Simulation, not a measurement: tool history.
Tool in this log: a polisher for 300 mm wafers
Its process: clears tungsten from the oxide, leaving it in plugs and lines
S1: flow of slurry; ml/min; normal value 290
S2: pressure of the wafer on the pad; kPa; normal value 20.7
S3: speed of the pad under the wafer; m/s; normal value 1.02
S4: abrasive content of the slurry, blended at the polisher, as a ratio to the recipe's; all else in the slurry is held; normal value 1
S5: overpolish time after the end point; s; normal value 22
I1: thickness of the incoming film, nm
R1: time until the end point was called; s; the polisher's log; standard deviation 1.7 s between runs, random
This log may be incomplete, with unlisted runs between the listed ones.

{"run": 1, "hour": 0.0, "S1": 290, "S2": 20.7, "S3": 1.02, "S4": 1, "S5": 22, "I1": 375.7, "R1": 105.8}
{"run": 2, "hour": 25.7, "S1": 290, "S2": 20.7, "S3": 1.02, "S4": 1, "S5": 22, "I1": 381.7, "R1": 104.3}
{"run": 3, "hour": 55.1, "S1": 290, "S2": 20.7, "S3": 1.02, "S4": 1, "S5": 22, "I1": 384, "R1": 105}
{"hour": 72.6, "done": "head pressure recalibrated"}
{"run": 4, "hour": 73.4, "S1": 290, "S2": 26.9, "S3": 0.76, "S4": 0.85, "S5": 22, "I1": 381.5, "R1": 117.6}
{"run": 5, "hour": 105.7, "S1": 290, "S2": 20.7, "S3": 1.02, "S4": 0.85, "S5": 22, "I1": 383.2, "R1": 113.1}
{"run": 6, "hour": 138.2, "S1": 290, "S2": 20.7, "S3": 0.72, "S4": 1, "S5": 18, "I1": 377.8, "R1": 151.4}
{"hour": 144.5, "done": "slurry nozzle cleaned"}
{"run": 7, "hour": 162.6, "S1": 225, "S2": 18.6, "S3": 1.02, "S4": 0.8, "S5": 15, "I1": 378.3, "R1": 131.6}
{"run": 8, "hour": 189.1, "S1": 200, "S2": 25.5, "S3": 1.02, "S4": 1.3, "S5": 13, "I1": 379.7, "R1": 84}
{"hour": 208.4, "done": "slurry tank refilled with fresh slurry and peroxide"}
{"hour": 211.5, "done": "worn pad replaced by a new one"}
{"run": 9, "hour": 214.7, "S1": 290, "S2": 20.7, "S3": 1.02, "S4": 1, "S5": 22, "I1": 380.5, "R1": 105.8}
{"run": 10, "hour": 234.9, "S1": 290, "S2": 20.7, "S3": 1.02, "S4": 1, "S5": 22, "I1": 382.7, "R1": 108}
{"hour": 266.4, "done": "slurry blender recalibrated"}
{"run": 11, "hour": 266.8, "S1": 200, "S2": 25.5, "S3": 1.02, "S4": 1.3, "S5": 13, "I1": 372.8, "R1": 81.9}
{"run": 12, "hour": 281.1, "S1": 290, "S2": 20.7, "S3": 1.02, "S4": 1, "S5": 22, "I1": 377.4, "R1": 104.4}
{"run": 13, "hour": 308.4, "S1": 360, "S2": 20.7, "S3": 1.02, "S4": 1.2, "S5": 31, "I1": 372.5, "R1": 96.7}
{"run": 14, "hour": 334.8, "S1": 290, "S2": 20.7, "S3": 0.66, "S4": 1, "S5": 13, "I1": 379.8, "R1": 164.6}
{"run": 15, "hour": 347.8, "S1": 365, "S2": 17.2, "S3": 1.28, "S4": 1.1, "S5": 22, "I1": 379.3, "R1": 93.4}
{"run": 16, "hour": 371.9, "S1": 290, "S2": 20.7, "S3": 1.36, "S4": 1.15, "S5": 22, "I1": 379.2, "R1": 76.6}
{"run": 17, "hour": 403.3, "S1": 290, "S2": 22.8, "S3": 0.92, "S4": 0.75, "S5": 15, "I1": 381.6, "R1": 117.9}
{"run": 18, "hour": 422.7, "S1": 290, "S2": 20.7, "S3": 1.02, "S4": 1, "S5": 22, "I1": 377.7, "R1": 104}
{"hour": 426.1, "done": "slurry tank refilled with fresh slurry and peroxide"}
{"hour": 444.3, "done": "worn pad replaced by a new one"}
{"run": 19, "hour": 444.8, "S1": 290, "S2": 20.7, "S3": 1.02, "S4": 1, "S5": 33, "I1": 382.7, "R1": 109.5}
{"run": 20, "hour": 465.9, "S1": 335, "S2": 24.1, "S3": 0.88, "S4": 0.9, "S5": 22, "I1": 380.4, "R1": 108.1}
{"run": 21, "hour": 499.9, "S1": 370, "S2": 20.7, "S3": 1.38, "S4": 0.7, "S5": 17, "I1": 374.8, "R1": 84.9}
{"run": 22, "hour": 522.0, "S1": 375, "S2": 20.7, "S3": 1.2, "S4": 1, "S5": 22, "I1": 378.6, "R1": 88.3}
{"run": 23, "hour": 547.9, "S1": 290, "S2": 20.7, "S3": 1.26, "S4": 1, "S5": 27, "I1": 380.6, "R1": 86.5}
{"hour": 558.8, "done": "slurry nozzle cleaned"}
{"run": 24, "hour": 567.3, "S1": 290, "S2": 20.7, "S3": 1.14, "S4": 1, "S5": 22, "I1": 378.4, "R1": 94.6}
{"hour": 574.0, "done": "head pressure recalibrated"}
{"hour": 585.3, "done": "slurry blender recalibrated"}
{"run": 25, "hour": 619.0, "S1": 290, "S2": 20.7, "S3": 1.14, "S4": 1.1, "S5": 22, "I1": 383.8, "R1": 91.1}

Predict each of these 5 candidate next runs independently; none follows another, all start after run 25:
{"run": "A", "hour": 619.5, "S1": 290, "S2": 20.7, "S3": 1.02, "S4": 1, "S5": 22, "I1": 388.2, "R1": "?"}
{"run": "B", "hour": 619.5, "S1": 290, "S2": 26.9, "S3": 1.02, "S4": 1, "S5": 32, "I1": 388.2, "R1": "?"}
{"run": "C", "hour": 619.5, "S1": 290, "S2": 20.7, "S3": 1.3, "S4": 1, "S5": 17, "I1": 388.2, "R1": "?"}
{"run": "D", "hour": 619.5, "S1": 335, "S2": 20.7, "S3": 1.22, "S4": 1, "S5": 22, "I1": 388.2, "R1": "?"}
{"run": "E", "hour": 619.5, "S1": 230, "S2": 20.7, "S3": 1.02, "S4": 1, "S5": 33, "I1": 388.2, "R1": "?"}

run=A R1=109
run=B R1=86.1
run=C R1=85.5
run=D R1=89.9
run=E R1=112
With the hidden condition removed and each run's random variation left untouched, the same runs would have given:
run=A R1=109
run=B R1=86.1
run=C R1=85.5
run=D R1=89.9
run=E R1=112
